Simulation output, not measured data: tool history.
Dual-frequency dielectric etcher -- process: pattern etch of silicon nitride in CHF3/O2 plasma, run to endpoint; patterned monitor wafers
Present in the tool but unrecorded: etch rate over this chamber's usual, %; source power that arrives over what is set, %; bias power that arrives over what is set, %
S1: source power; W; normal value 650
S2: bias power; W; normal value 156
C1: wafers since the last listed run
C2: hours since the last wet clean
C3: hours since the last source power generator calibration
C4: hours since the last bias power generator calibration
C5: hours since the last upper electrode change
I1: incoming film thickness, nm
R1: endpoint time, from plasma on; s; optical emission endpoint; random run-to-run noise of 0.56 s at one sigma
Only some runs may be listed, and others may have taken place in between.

run    hour   S1   S2    C1     C2      C3      C4      C5    I1    R1
  1     0.0  650  145     0  555.2  2776.3  4358.7  1868.3  93.5  66.1
  2    32.1  650  145   452  587.3  2808.4  4390.8  1900.4  93.4  65.6
  3    58.5  650  145   371  613.7  2834.8  4417.2  1926.8  93.9  66.4
       83.0  -- wet clean of the chamber
  4    84.2  710  156    23    1.2  2860.5  4442.9  1952.5  93.7  64.5
  5   148.2  710  156   901   65.2  2924.5  4506.9  2016.5  94.4  64.5
  6   176.0  650  140   391   93.0  2952.3  4534.7  2044.3  93.2  69.1
  7   200.8  650  140   349  117.8  2977.1  4559.5  2069.1  94.0  68.8
  8   225.8  650  140   352  142.8  3002.1  4584.5  2094.1  94.3  69.7
  9   271.4  650  156   642  188.4  3047.7  4630.1  2139.7  93.2  66.0
 10   295.6  650  156   340  212.6  3071.9  4654.3  2163.9  93.5  65.5
 11   320.0  650  156   343  237.0  3096.3  4678.7  2188.3  93.4  65.1
 12   366.2  650  156   650  283.2  3142.5  4724.9  2234.5  94.3  67.2
 13   417.4  650  156   721  334.4  3193.7  4776.1  2285.7  93.6  65.7
 14   469.4  650  136   732  386.4  3245.7  4828.1  2337.7  93.1  69.7
 15   533.6  650  136   904  450.6  3309.9  4892.3  2401.9  93.5  68.4
      574.2  -- bias power generator calibrated
 16   574.7  650  136   522  491.7  3351.0     0.5  2443.0  93.0  68.0
 17   618.0  770  174   610  535.0  3394.3    43.8  2486.3  94.4  57.7
      661.0  -- wet clean of the chamber
 18   661.5  590  171   274    0.5  3437.8    87.3  2529.8  93.7  69.3
 19   689.6  650  136   395   28.6  3465.9   115.4  2557.9  93.0  70.8
 20   734.6  750  141   634   73.6  3510.9   160.4  2602.9  93.6  64.8
      764.6  -- upper electrode replaced
 21   800.6  650  156   591  139.6  3576.9   226.4    36.0  94.8  66.4
      834.1  -- source power generator calibrated
 22   863.5  510  121   829  202.5    29.4   289.3    98.9  94.2  83.6
 23   888.9  570  169   357  227.9    54.8   314.7   124.3  93.2  68.1
 24   923.7  780  168   490  262.7    89.6   349.5   159.1  94.0  59.3
 25   956.4  650  156   460  295.4   122.3   382.2   191.8  93.7  65.4
 26  1021.3  770  119   914  360.3   187.2   447.1   256.7  93.1  66.8
 27  1067.6  650  156   652  406.6   233.5   493.4   303.0  93.1  65.6
 28  1137.0  650  156   977  476.0   302.9   562.8   372.4  93.0  64.0
 29  1180.5  760  194   612  519.5   346.4   606.3   415.9  93.5  56.3
 30  1219.2  580  139   545  558.2   385.1   645.0   454.6  93.1  71.4
 31  1257.9  650  156   545  596.9   423.8   683.7   493.3  93.7  64.8
     1350.9  -- wet clean of the chamber
 32  1404.5  700  127  1727   53.6   570.4   830.3   639.9  94.0  70.1
 33  1484.0  720  191  1120  133.1   649.9   909.8   719.4  94.3  58.5
 34  1539.7  790  156   784  188.8   705.6   965.5   775.1  93.1  58.5

What if the next run were any one of these 5? Each begins from the tool's condition after run 34:
  A  1540.1  650  156   5  189.2  706.0  965.9  775.5  94.4   ?
  B  1540.1  500  156   5  189.2  706.0  965.9  775.5  94.4   ?
  C  1540.1  730  181   5  189.2  706.0  965.9  775.5  94.4   ?
  D  1540.1  550  192   5  189.2  706.0  965.9  775.5  94.4   ?
  E  1540.1  570  135   5  189.2  706.0  965.9  775.5  94.4   ?

run    R1
  A  66.1
  B  75.7
  C  59.0
  D  66.3
  E  74.7
The same runs, with their run-to-run variation unchanged, on a tool lacking any hidden condition would have given:
run    R1
  A  67.2
  B  76.9
  C  60.0
  D  67.4
  E  76.0
